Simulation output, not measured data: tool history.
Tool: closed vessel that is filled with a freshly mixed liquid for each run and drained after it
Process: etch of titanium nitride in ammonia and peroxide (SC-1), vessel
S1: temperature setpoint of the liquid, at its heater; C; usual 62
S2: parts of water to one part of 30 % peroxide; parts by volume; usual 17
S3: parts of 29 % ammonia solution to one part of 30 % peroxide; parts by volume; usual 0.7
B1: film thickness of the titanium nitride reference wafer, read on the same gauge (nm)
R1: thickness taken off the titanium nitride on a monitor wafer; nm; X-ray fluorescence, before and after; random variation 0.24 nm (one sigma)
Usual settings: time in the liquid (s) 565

{"run": 1, "hour": 0.0, "S1": 62, "S2": 17, "S3": 0.7, "time in the liquid (s)": 565, "B1": 60.01, "R1": 52.09}
{"run": 2, "hour": 33.7, "S1": 62, "S2": 17, "S3": 0.7, "time in the liquid (s)": 565, "B1": 59.98, "R1": 51.93}
{"run": 3, "hour": 105.0, "S1": 62, "S2": 17, "S3": 0.7, "time in the liquid (s)": 565, "B1": 59.98, "R1": 51.56}
{"run": 4, "hour": 144.1, "S1": 62, "S2": 17, "S3": 0.7, "time in the liquid (s)": 565, "B1": 60.01, "R1": 51.71}
{"run": 5, "hour": 185.9, "S1": 62, "S2": 17, "S3": 0.7, "time in the liquid (s)": 565, "B1": 60, "R1": 51.5}
{"run": 6, "hour": 247.6, "S1": 62, "S2": 17, "S3": 0.7, "time in the liquid (s)": 565, "B1": 60, "R1": 51.64}
{"run": 7, "hour": 319.3, "S1": 62, "S2": 17, "S3": 0.7, "time in the liquid (s)": 565, "B1": 59.99, "R1": 51.54}
{"run": 8, "hour": 367.4, "S1": 62, "S2": 17, "S3": 0.7, "time in the liquid (s)": 565, "B1": 59.99, "R1": 51.25}
{"hour": 398.4, "done": "gauge calibrated"}
{"run": 9, "hour": 412.0, "S1": 70, "S2": 11.5, "S3": 0.85, "time in the liquid (s)": 365, "B1": 59.99, "R1": 69.93}
{"run": 10, "hour": 447.5, "S1": 62, "S2": 20.5, "S3": 0.7, "time in the liquid (s)": 835, "B1": 59.99, "R1": 67.73}
{"run": 11, "hour": 513.0, "S1": 58, "S2": 17, "S3": 0.5, "time in the liquid (s)": 310, "B1": 59.99, "R1": 20.13}
{"run": 12, "hour": 582.9, "S1": 68, "S2": 17, "S3": 0.55, "time in the liquid (s)": 565, "B1": 60, "R1": 70.78}
{"run": 13, "hour": 787.8, "S1": 65, "S2": 17, "S3": 0.7, "time in the liquid (s)": 430, "B1": 60.01, "R1": 47}
{"run": 14, "hour": 858.2, "S1": 62, "S2": 17, "S3": 0.45, "time in the liquid (s)": 565, "B1": 60.01, "R1": 46.4}
{"hour": 902.7, "done": "new drum of ammonia solution connected"}
{"run": 15, "hour": 913.9, "S1": 62, "S2": 20, "S3": 0.7, "time in the liquid (s)": 565, "B1": 60.01, "R1": 46.75}
{"run": 16, "hour": 940.7, "S1": 62, "S2": 12, "S3": 0.7, "time in the liquid (s)": 720, "B1": 59.99, "R1": 79.41}
{"hour": 946.4, "done": "thermometer replaced"}
{"run": 17, "hour": 998.3, "S1": 62, "S2": 17, "S3": 0.7, "time in the liquid (s)": 875, "B1": 60.02, "R1": 79.67}
{"hour": 1147.7, "done": "ammonia flow meter replaced"}
{"run": 18, "hour": 1171.7, "S1": 70, "S2": 17, "S3": 0.8, "time in the liquid (s)": 565, "B1": 60.02, "R1": 88.94}
{"run": 19, "hour": 1209.0, "S1": 58, "S2": 17, "S3": 0.5, "time in the liquid (s)": 310, "B1": 60.01, "R1": 20.76}
{"run": 20, "hour": 1235.3, "S1": 59, "S2": 17, "S3": 0.7, "time in the liquid (s)": 565, "B1": 60.01, "R1": 43}
{"run": 21, "hour": 1283.1, "S1": 54.5, "S2": 17, "S3": 0.55, "time in the liquid (s)": 565, "B1": 60, "R1": 30.3}
{"run": 22, "hour": 1352.0, "S1": 62, "S2": 17, "S3": 0.7, "time in the liquid (s)": 440, "B1": 59.97, "R1": 40.6}
{"run": 23, "hour": 1409.2, "S1": 56, "S2": 13, "S3": 0.95, "time in the liquid (s)": 565, "B1": 60.02, "R1": 42.76}
{"run": 24, "hour": 1473.5, "S1": 70, "S2": 17, "S3": 0.7, "time in the liquid (s)": 565, "B1": 60.01, "R1": 86.72}
{"run": 25, "hour": 1516.9, "S1": 59, "S2": 17, "S3": 0.7, "time in the liquid (s)": 565, "B1": 60.02, "R1": 42.57}
{"run": 26, "hour": 1549.1, "S1": 62, "S2": 17, "S3": 0.7, "time in the liquid (s)": 565, "B1": 60, "R1": 52.02}
{"run": 27, "hour": 1614.8, "S1": 54.5, "S2": 14, "S3": 0.7, "time in the liquid (s)": 380, "B1": 59.98, "R1": 23.57}
{"run": 28, "hour": 1669.3, "S1": 55.5, "S2": 13.5, "S3": 0.4, "time in the liquid (s)": 315, "B1": 59.99, "R1": 19.13}
{"run": 29, "hour": 1732.8, "S1": 62, "S2": 17, "S3": 0.7, "time in the liquid (s)": 565, "B1": 59.99, "R1": 51.27}

Hidden state or all else? Some run-to-run changes of R1, split into what the settings, what came in and random variation would give without the hidden state, and what is left for the hidden state (with any gauge scatter that isn't in both results):
The hidden state here: liquid hotter than its thermometer reads (K); ammonia flow below the setpoint (%); ammonia solution weaker than its label (%); gauge reads high (%).
Run 10 -> 11: S1 62 -> 58, S2 20.5 -> 17, S3 0.7 -> 0.5, time in the liquid (s) 835 -> 310. R1 -47.6 nm: hidden state +1.51, all else -49.11.
Run 11 -> 12: S1 58 -> 68, S3 0.5 -> 0.55, time in the liquid (s) 310 -> 565. R1 +50.65 nm: hidden state -1.96, all else +52.61.
Run 18 -> 19: S1 70 -> 58, S3 0.8 -> 0.5, time in the liquid (s) 565 -> 310. R1 -68.18 nm: hidden state +0.44, all else -68.62.

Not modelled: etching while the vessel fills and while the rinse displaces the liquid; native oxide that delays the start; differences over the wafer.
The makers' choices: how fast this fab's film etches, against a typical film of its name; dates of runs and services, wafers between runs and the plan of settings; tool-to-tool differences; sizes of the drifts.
